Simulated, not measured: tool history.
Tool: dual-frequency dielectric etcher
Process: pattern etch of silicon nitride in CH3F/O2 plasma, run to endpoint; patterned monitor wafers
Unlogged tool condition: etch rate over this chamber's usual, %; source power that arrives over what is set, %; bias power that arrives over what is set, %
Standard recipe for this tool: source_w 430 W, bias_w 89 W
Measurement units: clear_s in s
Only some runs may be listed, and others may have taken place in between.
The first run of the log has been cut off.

run   hour  source_w  bias_w  wafers since the last listed run  hours since the last wet clean  hours since the last source power generator calibration  hours since the last bias power generator calibration  hours since the last upper electrode change  incoming incoming film thickness, nm  clear_s
  2   12.8       430      89                                73                           317.2                                                   2780.1                                                 1923.2                                       4157.7                                  53.3     59.7
  3   28.1       360      89                                88                           332.5                                                   2795.4                                                 1938.5                                       4173.0                                  53.6     65.3
  4   43.9       510      89                                90                           348.3                                                   2811.2                                                 1954.3                                       4188.8                                  52.6     55.1
      51.2  -- bias power generator calibrated
  5   67.1       430     105                               110                           371.5                                                   2834.4                                                   15.9                                       4212.0                                  53.3     56.9
  6  101.9       430     106                               200                           406.3                                                   2869.2                                                   50.7                                       4246.8                                  53.5     57.3
  7  128.9       430     106                               155                           433.3                                                   2896.2                                                   77.7                                       4273.8                                  52.7     56.7
  8  143.3       430     106                                82                           447.7                                                   2910.6                                                   92.1                                       4288.2                                  53.1     56.9
  9  155.5       380      89                                70                           459.9                                                   2922.8                                                  104.3                                       4300.4                                  52.8     62.7
 10  179.1       370      99                               135                           483.5                                                   2946.4                                                  127.9                                       4324.0                                  53.4     62.6
 11  192.6       370      99                                77                           497.0                                                   2959.9                                                  141.4                                       4337.5                                  53.7     63.1
 12  224.0       430      83                               180                           528.4                                                   2991.3                                                  172.8                                       4368.9                                  52.9     61.4
 13  236.4       530      75                                71                           540.8                                                   3003.7                                                  185.2                                       4381.3                                  52.8     57.7
     262.6  -- upper electrode replaced
     291.2  -- wet clean of the chamber
 14  291.7       340     107                                42                             0.5                                                   3059.0                                                  240.5                                         29.1                                  53.2     61.1
 15  293.8       430     101                                12                             2.6                                                   3061.1                                                  242.6                                         31.2                                  53.4     56.4
 16  306.6       430      89                                73                            15.4                                                   3073.9                                                  255.4                                         44.0                                  52.9     58.4
 17  331.8       370      97                               145                            40.6                                                   3099.1                                                  280.6                                         69.2                                  53.0     60.9
 18  346.6       430      69                                85                            55.4                                                   3113.9                                                  295.4                                         84.0                                  53.1     63.0
     362.9  -- source power generator calibrated
 19  373.8       470      95                               133                            82.6                                                     10.9                                                  322.6                                        111.2                                  52.7     54.7
 20  391.2       470     107                               100                           100.0                                                     28.3                                                  340.0                                        128.6                                  52.9     53.0

Estimate the outcome of run 21 from the log above:
 21  420.7       430      89                               169                           129.5                                                     57.8                                                  369.5                                        158.1                                  53.5        ?

clear_s: 59.0 s
The same run, on a tool lacking any hidden state, would have yielded clear_s 58.7 s.
